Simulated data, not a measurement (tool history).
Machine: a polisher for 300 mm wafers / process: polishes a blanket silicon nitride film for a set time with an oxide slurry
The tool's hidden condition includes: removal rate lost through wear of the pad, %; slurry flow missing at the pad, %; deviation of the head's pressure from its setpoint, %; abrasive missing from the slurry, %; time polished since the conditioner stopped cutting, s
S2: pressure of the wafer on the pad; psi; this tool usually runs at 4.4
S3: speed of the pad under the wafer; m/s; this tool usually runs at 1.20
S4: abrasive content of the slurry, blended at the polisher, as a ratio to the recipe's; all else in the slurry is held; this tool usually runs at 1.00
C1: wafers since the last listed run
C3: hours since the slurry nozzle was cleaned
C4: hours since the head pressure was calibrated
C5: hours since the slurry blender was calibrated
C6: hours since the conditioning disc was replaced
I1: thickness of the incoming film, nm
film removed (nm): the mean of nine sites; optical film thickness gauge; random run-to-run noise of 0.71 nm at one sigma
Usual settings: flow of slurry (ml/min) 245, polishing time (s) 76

run 1 hour=0.0 | flow_of_slurry_(ml/min)=245 S2=4.4 S3=1.20 S4=1.00 polishing_time_(s)=76 | C1=0 wafers_polished_on_this_pad=485 C3=66.8 C4=451.1 C5=464.2 C6=0.5 | I1=623.5 | film_removed_(nm)=56.8
run 2 hour=7.4 | flow_of_slurry_(ml/min)=245 S2=4.4 S3=1.20 S4=1.00 polishing_time_(s)=76 | C1=76 wafers_polished_on_this_pad=561 C3=74.2 C4=458.5 C5=471.6 C6=7.9 | I1=611.5 | film_removed_(nm)=57.3
-- hour=14.8 head pressure recalibrated
-- hour=17.1 slurry blender recalibrated
run 3 hour=17.6 | flow_of_slurry_(ml/min)=245 S2=5.3 S3=1.20 S4=1.00 polishing_time_(s)=91 | C1=64 wafers_polished_on_this_pad=626 C3=84.4 C4=2.8 C5=0.5 C6=18.1 | I1=610.7 | film_removed_(nm)=87.9
run 4 hour=21.6 | flow_of_slurry_(ml/min)=245 S2=3.6 S3=0.84 S4=1.00 polishing_time_(s)=76 | C1=41 wafers_polished_on_this_pad=667 C3=88.4 C4=6.8 C5=4.5 C6=22.1 | I1=616.1 | film_removed_(nm)=40.5
run 5 hour=37.5 | flow_of_slurry_(ml/min)=210 S2=3.2 S3=1.20 S4=0.80 polishing_time_(s)=100 | C1=164 wafers_polished_on_this_pad=832 C3=104.3 C4=22.7 C5=20.4 C6=38.0 | I1=609.6 | film_removed_(nm)=47.0
-- hour=81.1 worn pad replaced by a new one
run 6 hour=81.6 | flow_of_slurry_(ml/min)=245 S2=4.4 S3=1.20 S4=0.80 polishing_time_(s)=76 | C1=415 wafers_polished_on_this_pad=5 C3=148.4 C4=66.8 C5=64.5 C6=82.1 | I1=600.2 | film_removed_(nm)=51.5
run 7 hour=88.8 | flow_of_slurry_(ml/min)=245 S2=4.4 S3=1.20 S4=1.00 polishing_time_(s)=76 | C1=74 wafers_polished_on_this_pad=79 C3=155.6 C4=74.0 C5=71.7 C6=89.3 | I1=604.9 | film_removed_(nm)=62.6
run 8 hour=101.1 | flow_of_slurry_(ml/min)=245 S2=4.4 S3=0.90 S4=1.00 polishing_time_(s)=76 | C1=127 wafers_polished_on_this_pad=207 C3=167.9 C4=86.3 C5=84.0 C6=101.6 | I1=604.4 | film_removed_(nm)=53.0
run 9 hour=111.8 | flow_of_slurry_(ml/min)=245 S2=4.4 S3=1.20 S4=0.90 polishing_time_(s)=53 | C1=110 wafers_polished_on_this_pad=317 C3=178.6 C4=97.0 C5=94.7 C6=112.3 | I1=613.5 | film_removed_(nm)=39.8
run 10 hour=123.7 | flow_of_slurry_(ml/min)=245 S2=4.4 S3=1.20 S4=1.00 polishing_time_(s)=76 | C1=123 wafers_polished_on_this_pad=441 C3=190.5 C4=108.9 C5=106.6 C6=124.2 | I1=608.4 | film_removed_(nm)=61.3
run 11 hour=135.0 | flow_of_slurry_(ml/min)=290 S2=4.4 S3=1.20 S4=1.20 polishing_time_(s)=76 | C1=116 wafers_polished_on_this_pad=558 C3=201.8 C4=120.2 C5=117.9 C6=135.5 | I1=610.7 | film_removed_(nm)=70.3
-- hour=139.2 conditioning disc replaced and pad reconditioned
run 12 hour=156.1 | flow_of_slurry_(ml/min)=245 S2=4.4 S3=1.40 S4=0.75 polishing_time_(s)=76 | C1=197 wafers_polished_on_this_pad=755 C3=222.9 C4=141.3 C5=139.0 C6=16.9 | I1=608.4 | film_removed_(nm)=51.1
run 13 hour=162.4 | flow_of_slurry_(ml/min)=245 S2=3.5 S3=0.84 S4=1.00 polishing_time_(s)=76 | C1=65 wafers_polished_on_this_pad=821 C3=229.2 C4=147.6 C5=145.3 C6=23.2 | I1=607.0 | film_removed_(nm)=37.1
run 14 hour=170.4 | flow_of_slurry_(ml/min)=245 S2=4.4 S3=0.94 S4=0.80 polishing_time_(s)=76 | C1=82 wafers_polished_on_this_pad=903 C3=237.2 C4=155.6 C5=153.3 C6=31.2 | I1=612.7 | film_removed_(nm)=40.9
run 15 hour=180.8 | flow_of_slurry_(ml/min)=245 S2=4.4 S3=1.20 S4=0.75 polishing_time_(s)=76 | C1=107 wafers_polished_on_this_pad=1011 C3=247.6 C4=166.0 C5=163.7 C6=41.6 | I1=612.5 | film_removed_(nm)=43.9
run 16 hour=189.4 | flow_of_slurry_(ml/min)=245 S2=4.4 S3=1.20 S4=1.00 polishing_time_(s)=76 | C1=89 wafers_polished_on_this_pad=1100 C3=256.2 C4=174.6 C5=172.3 C6=50.2 | I1=606.9 | film_removed_(nm)=56.5
-- hour=199.6 slurry nozzle cleaned
-- hour=207.8 worn pad replaced by a new one
run 17 hour=218.5 | flow_of_slurry_(ml/min)=290 S2=4.4 S3=0.84 S4=1.00 polishing_time_(s)=86 | C1=249 wafers_polished_on_this_pad=110 C3=18.9 C4=203.7 C5=201.4 C6=79.3 | I1=616.0 | film_removed_(nm)=55.8
run 18 hour=233.9 | flow_of_slurry_(ml/min)=245 S2=4.4 S3=1.20 S4=0.75 polishing_time_(s)=76 | C1=159 wafers_polished_on_this_pad=269 C3=34.3 C4=219.1 C5=216.8 C6=94.7 | I1=606.0 | film_removed_(nm)=46.5
run 19 hour=249.4 | flow_of_slurry_(ml/min)=245 S2=4.4 S3=0.94 S4=0.80 polishing_time_(s)=76 | C1=160 wafers_polished_on_this_pad=430 C3=49.8 C4=234.6 C5=232.3 C6=110.2 | I1=620.3 | film_removed_(nm)=42.7
run 20 hour=263.2 | flow_of_slurry_(ml/min)=245 S2=4.4 S3=1.40 S4=0.85 polishing_time_(s)=65 | C1=142 wafers_polished_on_this_pad=573 C3=63.6 C4=248.4 C5=246.1 C6=124.0 | I1=608.9 | film_removed_(nm)=49.4
-- hour=270.7 conditioning disc replaced and pad reconditioned
run 21 hour=271.2 | flow_of_slurry_(ml/min)=195 S2=4.4 S3=1.38 S4=1.20 polishing_time_(s)=59 | C1=62 wafers_polished_on_this_pad=635 C3=71.6 C4=256.4 C5=254.1 C6=0.5 | I1=601.0 | film_removed_(nm)=55.8
run 22 hour=280.6 | flow_of_slurry_(ml/min)=245 S2=3.4 S3=1.20 S4=1.00 polishing_time_(s)=76 | C1=97 wafers_polished_on_this_pad=732 C3=81.0 C4=265.8 C5=263.5 C6=9.9 | I1=615.2 | film_removed_(nm)=44.2
run 23 hour=298.4 | flow_of_slurry_(ml/min)=245 S2=5.1 S3=1.34 S4=0.80 polishing_time_(s)=76 | C1=184 wafers_polished_on_this_pad=916 C3=98.8 C4=283.6 C5=281.3 C6=27.7 | I1=598.6 | film_removed_(nm)=56.8
-- hour=309.7 worn pad replaced by a new one
run 24 hour=310.2 | flow_of_slurry_(ml/min)=245 S2=3.4 S3=1.20 S4=1.00 polishing_time_(s)=76 | C1=80 wafers_polished_on_this_pad=5 C3=110.6 C4=295.4 C5=293.1 C6=39.5 | I1=605.4 | film_removed_(nm)=46.5
run 25 hour=326.7 | flow_of_slurry_(ml/min)=245 S2=4.8 S3=1.06 S4=1.25 polishing_time_(s)=62 | C1=170 wafers_polished_on_this_pad=176 C3=127.1 C4=311.9 C5=309.6 C6=56.0 | I1=616.4 | film_removed_(nm)=57.7
run 26 hour=353.5 | flow_of_slurry_(ml/min)=185 S2=4.4 S3=1.20 S4=1.00 polishing_time_(s)=76 | C1=277 wafers_polished_on_this_pad=453 C3=153.9 C4=338.7 C5=336.4 C6=82.8 | I1=596.7 | film_removed_(nm)=56.6

Alternative continuations, all from the tool just after run 26; predict every row:
run A hour=353.9 | flow_of_slurry_(ml/min)=245 S2=4.4 S3=1.20 S4=1.00 polishing_time_(s)=76 | C1=4 wafers_polished_on_this_pad=457 C3=154.3 C4=339.1 C5=336.8 C6=83.2 | I1=617.0 | film_removed_(nm)=?
run B hour=353.9 | flow_of_slurry_(ml/min)=205 S2=3.0 S3=1.20 S4=1.00 polishing_time_(s)=76 | C1=4 wafers_polished_on_this_pad=457 C3=154.3 C4=339.1 C5=336.8 C6=83.2 | I1=617.0 | film_removed_(nm)=?
run C hour=353.9 | flow_of_slurry_(ml/min)=245 S2=4.4 S3=1.20 S4=1.20 polishing_time_(s)=76 | C1=4 wafers_polished_on_this_pad=457 C3=154.3 C4=339.1 C5=336.8 C6=83.2 | I1=617.0 | film_removed_(nm)=?
run D hour=353.9 | flow_of_slurry_(ml/min)=245 S2=3.4 S3=1.06 S4=1.00 polishing_time_(s)=76 | C1=4 wafers_polished_on_this_pad=457 C3=154.3 C4=339.1 C5=336.8 C6=83.2 | I1=617.0 | film_removed_(nm)=?

run=A film_removed_(nm)=59.1
run=B film_removed_(nm)=39.8
run=C film_removed_(nm)=66.7
run=D film_removed_(nm)=42.2
Take away the tool's hidden state, keep each run's random variation, and the runs would have read:
run=A film_removed_(nm)=63.6
run=B film_removed_(nm)=42.9
run=C film_removed_(nm)=71.3
run=D film_removed_(nm)=45.5
